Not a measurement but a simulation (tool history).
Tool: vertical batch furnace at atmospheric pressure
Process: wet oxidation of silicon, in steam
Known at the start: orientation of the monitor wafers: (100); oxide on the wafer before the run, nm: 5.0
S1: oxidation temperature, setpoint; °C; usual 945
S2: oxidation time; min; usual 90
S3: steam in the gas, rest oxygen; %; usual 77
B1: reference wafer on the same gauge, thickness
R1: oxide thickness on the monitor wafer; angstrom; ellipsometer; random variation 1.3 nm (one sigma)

| run | hour | S1 | S2 | S3 | B1 | R1 |
|---|---|---|---|---|---|---|
| 1 | 0 | 945 | 90 | 77 | 224.07 | 2721.3 |
| 2 | 95.9 | 959 | 59 | 77 | 224.12 | 2257.5 |
|  | 124.4 | steam generator serviced |
| 3 | 172.1 | 959 | 59 | 77 | 224.17 | 2252.3 |
| 4 | 353.6 | 959 | 59 | 77 | 224.29 | 2250.9 |
| 5 | 420.9 | 945 | 90 | 77 | 224.15 | 2737.9 |
| 6 | 481.5 | 945 | 90 | 77 | 223.95 | 2722.9 |
| 7 | 538.6 | 945 | 90 | 77 | 224.28 | 2723.3 |
| 8 | 577.6 | 945 | 90 | 77 | 223.97 | 2733.7 |
| 9 | 632.7 | 945 | 90 | 77 | 224.28 | 2727.2 |
| 10 | 671.1 | 945 | 90 | 77 | 224.14 | 2738.9 |
| 11 | 725.5 | 945 | 90 | 77 | 224.52 | 2754.8 |
| 12 | 827.1 | 945 | 90 | 77 | 223.99 | 2750.9 |
| 13 | 897 | 963 | 90 | 77 | 224.3 | 3219.8 |
| 14 | 994.6 | 963 | 90 | 77 | 224.1 | 3218.1 |
| 15 | 1100.8 | 969 | 117 | 71 | 224.19 | 3836.6 |
| 16 | 1145.1 | 945 | 90 | 77 | 223.87 | 2738.6 |
| 17 | 1244.6 | 963 | 90 | 77 | 223.82 | 3220.3 |
|  | 1329.7 | gauge calibrated |
| 18 | 1341.4 | 945 | 90 | 77 | 224.09 | 2743.9 |
| 19 | 1429 | 945 | 75.5 | 81 | 223.95 | 2501.6 |
| 20 | 1506.7 | 945 | 90 | 88 | 223.83 | 3023.5 |
| 21 | 1563.3 | 945 | 134 | 69 | 224.18 | 3424.8 |
| 22 | 1613.9 | 945 | 70.5 | 77 | 224.29 | 2258.1 |

Run 23 comes next. What will it give?
| 23 | 1697.7 | 959 | 59 | 77 | ? | ? |

{"run 23": {"B1": 223.61, "R1": 2243.5}}
Without the tool's hidden state the same run would have given R1 2243.5 angstrom.
